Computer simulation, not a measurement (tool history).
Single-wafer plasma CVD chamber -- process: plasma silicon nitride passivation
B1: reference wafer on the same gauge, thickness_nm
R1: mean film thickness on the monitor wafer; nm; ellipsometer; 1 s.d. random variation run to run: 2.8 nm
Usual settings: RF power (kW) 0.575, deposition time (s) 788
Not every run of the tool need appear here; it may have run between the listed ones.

Run 1, hour 0: usual settings; B1 1150.435. Result: R1 1294.15 nm.
Run 2, hour 179.5: usual settings; B1 1150.646. Result: R1 1291.448 nm.
At hour 199.8: gauge calibrated.
Run 3, hour 242.1: usual settings; B1 1149.94. Result: R1 1286.042 nm.
Run 4, hour 413.5: usual settings; B1 1149.808. Result: R1 1286.434 nm.
Run 5, hour 496.3: usual settings; B1 1149.657. Result: R1 1290.446 nm.
Run 6, hour 595.1: usual settings but RF power (kW) 0.545; B1 1150.154. Result: R1 1264.022 nm.
Run 7, hour 674.9: usual settings but RF power (kW) 0.545; B1 1149.89. Result: R1 1260.028 nm.
Run 8, hour 750.9: usual settings but deposition time (s) 883; B1 1150.216. Result: R1 1437.169 nm.
Run 9, hour 852.5: usual settings but deposition time (s) 883; B1 1150.335. Result: R1 1443.438 nm.
At hour 883.3: RF generator calibrated.
Run 10, hour 911.2: usual settings; B1 1150.474. Result: R1 1303.46 nm.
Run 11, hour 958.9: usual settings; B1 1150.457. Result: R1 1297.699 nm.
Run 12, hour 1051.4: usual settings; B1 1149.575. Result: R1 1307.184 nm.
Run 13, hour 1139.9: usual settings but deposition time (s) 906; B1 1150.631. Result: R1 1491.589 nm.
Run 14, hour 1232.5: usual settings but deposition time (s) 906; B1 1150.032. Result: R1 1490.314 nm.
At hour 1291: showerhead replaced.
Run 15, hour 1327.8: usual settings but RF power (kW) 0.535; B1 1149.974. Result: R1 1259.242 nm.
Run 16, hour 1396.2: usual settings; B1 1149.536. Result: R1 1290.048 nm.
Run 17, hour 1458.6: usual settings but RF power (kW) 0.52; B1 1150.693. Result: R1 1243.45 nm.
Run 18, hour 1524.9: usual settings but RF power (kW) 0.52; B1 1150.162. Result: R1 1240.331 nm.
Run 19, hour 1586.3: usual settings but RF power (kW) 0.52; B1 1150.228. Result: R1 1239.477 nm.
Run 20, hour 1656: usual settings but RF power (kW) 0.49, deposition time (s) 854; B1 1149.566. Result: R1 1319.235 nm.
Run 21, hour 1809.8: usual settings but RF power (kW) 0.495, deposition time (s) 678; B1 1150.369. Result: R1 1048.423 nm.
Run 22, hour 1916.9: usual settings but RF power (kW) 0.51, deposition time (s) 726; B1 1150.184. Result: R1 1136.654 nm.
Run 23, hour 1985.3: usual settings; B1 1149.604. Result: R1 1290.152 nm.
Run 24, hour 2092.2: usual settings but deposition time (s) 930; B1 1149.937. Result: R1 1518.324 nm.
Run 25, hour 2149.5: usual settings; B1 1149.65. Result: R1 1289.219 nm.
Run 26, hour 2207.1: usual settings but deposition time (s) 642; B1 1150.171. Result: R1 1049.233 nm.
Run 27, hour 2285.1: usual settings but RF power (kW) 0.645, deposition time (s) 829; B1 1150.133. Result: R1 1414.986 nm.
Run 28, hour 2369: usual settings; B1 1150.396. Result: R1 1288.573 nm.
At hour 2443.2: RF generator calibrated.
Run 29, hour 2467.9: usual settings but deposition time (s) 717; B1 1149.935. Result: R1 1184.01 nm.
Run 30, hour 2525.4: usual settings but RF power (kW) 0.635; B1 1150.039. Result: R1 1352.986 nm.
At hour 2560: gauge calibrated.
Run 31, hour 2612.6: usual settings but RF power (kW) 0.475, deposition time (s) 669; B1 1150.092. Result: R1 1021.077 nm.
Run 32, hour 2650.8: usual settings but RF power (kW) 0.685; B1 1150.748. Result: R1 1379.622 nm.
Run 33, hour 2960.5: usual settings but RF power (kW) 0.625; B1 1149.788. Result: R1 1337.574 nm.
Run 34, hour 3011.5: usual settings but RF power (kW) 0.515, deposition time (s) 661; B1 1149.639. Result: R1 1038.681 nm.
Run 35, hour 3058.6: usual settings but RF power (kW) 0.53; B1 1149.706. Result: R1 1251.426 nm.
Run 36, hour 3107.1: usual settings but RF power (kW) 0.675, deposition time (s) 928; B1 1149.247. Result: R1 1612.332 nm.
Run 37, hour 3163.7: usual settings; B1 1150.374. Result: R1 1294.522 nm.
Run 38, hour 3205.6: usual settings but RF power (kW) 0.685, deposition time (s) 635; B1 1149.994. Result: R1 1106.474 nm.
Run 39, hour 3299.2: usual settings but RF power (kW) 0.675, deposition time (s) 944; B1 1149.933. Result: R1 1638.607 nm.

Measured minus without-hidden-state, run by run (identical run-to-run variation in each term; gauge scatter may differ):
The hidden state here: delivered RF power above the setpoint (%); gauge reads high (%).
run       R1
  1  -16.161
  2  -17.011
  3   -17.19
  4  -17.758
  5  -18.034
  6  -17.886
  7  -17.982
  8  -20.656
  9  -20.915
 10   -1.691
 11   -3.066
 12   -5.501
 13   -8.556
 14  -10.606
 15  -10.496
 16   -11.74
 17  -12.094
 18  -12.807
 19  -13.416
 20  -14.949
 21  -12.859
 22  -14.534
 23  -16.868
 24  -20.441
 25   -17.59
 26  -14.489
 27  -19.823
 28  -18.295
 29    -2.36
 30   -4.434
 31   -5.119
 32   -7.864
 33  -13.299
 34  -10.862
 35  -13.635
 36   -18.24
 37  -15.222
 38  -13.348
 39  -20.764
